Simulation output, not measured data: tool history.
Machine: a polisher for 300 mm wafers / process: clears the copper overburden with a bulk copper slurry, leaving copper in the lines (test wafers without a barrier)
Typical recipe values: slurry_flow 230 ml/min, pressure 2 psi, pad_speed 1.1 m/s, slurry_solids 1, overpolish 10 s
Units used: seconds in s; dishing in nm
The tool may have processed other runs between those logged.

run,hour,slurry_flow,pressure,pad_speed,slurry_solids,overpolish,wafers since the last listed run,wafers polished on this pad,hours since the slurry nozzle was cleaned,hours since the head pressure was calibrated,hours since the slurry blender was calibrated,"incoming thickness of the incoming film, nm",seconds,dishing
1,0,230,2,1.1,1,10,0,2594,41.6,349.9,149.9,885.5,173.5,28.7
# hour 18.7: worn pad replaced by a new one
2,71.4,230,2,1.1,1,10,476,372,113,421.3,221.3,889.3,159.9,29.7
3,108.7,230,2,1.1,1,10,263,636,150.3,458.6,258.6,905.8,166.1,30.4
4,141.4,230,2,1.1,1,10,231,867,183,491.3,291.3,881.2,163.4,29.9
5,190.5,230,2,1.1,1,10,347,1214,232.1,540.4,340.4,876.9,164.7,29.5
# hour 208.7: slurry blender recalibrated
6,226.2,230,2,1.1,1,12,238,1452,267.8,576.1,17.5,906.7,152.5,36.6
7,258.7,230,2,0.88,1.1,10,229,1682,300.3,608.6,50,896.5,187.5,25.9
# hour 287.8: head pressure recalibrated
8,296.7,230,2,1.1,1,10,254,1937,338.3,8.9,88,895,165.9,29.1
# hour 360.8: worn pad replaced by a new one
9,367,250,2,1.1,1,16,468,44,408.6,79.2,158.3,898.5,159.3,40.9
10,413.3,230,2,1.1,1,10,327,371,454.9,125.5,204.6,874.4,158,30.4
11,470.3,230,2,1.1,1,5,403,774,511.9,182.5,261.6,899,164.7,17.2
12,514.4,230,2,1.4,1,10,311,1086,556,226.6,305.7,905.5,137,34.7
# hour 575.8: slurry blender recalibrated
13,582.6,280,2,0.9,1,10,468,1554,624.2,294.8,6.8,888.8,183.9,28
# hour 588.1: slurry nozzle cleaned
14,630.3,230,2.2,1.1,0.8,10,330,1884,42.2,342.5,54.5,899,161.2,31.1
15,701.4,230,2,0.92,1.15,10,502,2387,113.3,413.6,125.6,893.9,189.1,26.5
# hour 736.6: worn pad replaced by a new one
16,763.3,230,2,1.1,1,10,409,189,175.2,475.5,187.5,894.7,155.8,30.8
17,794.9,230,2,1.1,1,10,223,412,206.8,507.1,219.1,906.2,157.9,30.7
18,852.8,265,2,1.1,1,10,409,821,264.7,565,277,905.9,161.4,29.9
19,917.8,230,1.7,1.1,1,10,459,1281,329.7,630,342,885.9,188.6,26.7
# hour 924.7: slurry blender recalibrated
# hour 937: head pressure recalibrated
20,956.6,285,2.3,1.1,1.25,10,246,1527,368.5,19.6,31.9,890.2,124.7,35.4
21,991.5,230,2,0.94,1,10,246,1774,403.4,54.5,66.8,895.6,183.9,26.9
22,1042.5,230,2.2,1.1,1,10,360,2134,454.4,105.5,117.8,884.6,157.2,31.2
23,1101.3,230,2.4,1.1,0.85,12,415,2550,513.2,164.3,176.6,905.7,153.3,36.3
24,1159.3,305,2,1.1,0.85,10,410,2960,571.2,222.3,234.6,873.2,185.6,26.1
# hour 1172.3: worn pad replaced by a new one
25,1212.1,230,1.8,1.36,1,10,345,281,624,275.1,287.4,877.9,140.2,32.1
# hour 1217.1: slurry nozzle cleaned
26,1279.6,230,2,1.26,1,10,470,751,62.5,342.6,354.9,887.9,142.7,32
# hour 1312.1: slurry blender recalibrated
27,1373.8,230,2.5,1.1,1,10,651,1403,156.7,436.8,61.7,883.6,126.2,35.6

Some steps in seconds, run to run, broken into two amounts with sign: the step expected even without the hidden condition (settings, incoming material, random variation), and the rest, left for the hidden condition together with whatever gauge scatter is not in both the measured and the hidden-condition-free result:
Hidden state at play: removal rate lost through wear of the pad, %; slurry flow missing at the pad, %; deviation of the head's pressure from its setpoint, %; abrasive missing from the slurry, %.
Run 15 -> 16: pad_speed 0.92 -> 1.1, slurry_solids 1.15 -> 1, worn pad replaced by a new one. seconds -33.3 s: hidden state -19.1, all else -14.2.
Run 19 -> 20: slurry_flow 230 -> 285, pressure 1.7 -> 2.3, slurry_solids 1 -> 1.25, slurry blender recalibrated, head pressure recalibrated. seconds -63.9 s: hidden state -15, all else -48.9.
Run 20 -> 21: slurry_flow 285 -> 230, pressure 2.3 -> 2, pad_speed 1.1 -> 0.94, slurry_solids 1.25 -> 1. seconds +59.2 s: hidden state +9.6, all else +49.6.
Run 24 -> 25: slurry_flow 305 -> 230, pressure 2 -> 1.8, pad_speed 1.1 -> 1.36, slurry_solids 0.85 -> 1, worn pad replaced by a new one. seconds -45.4 s: hidden state -26.1, all else -19.3.
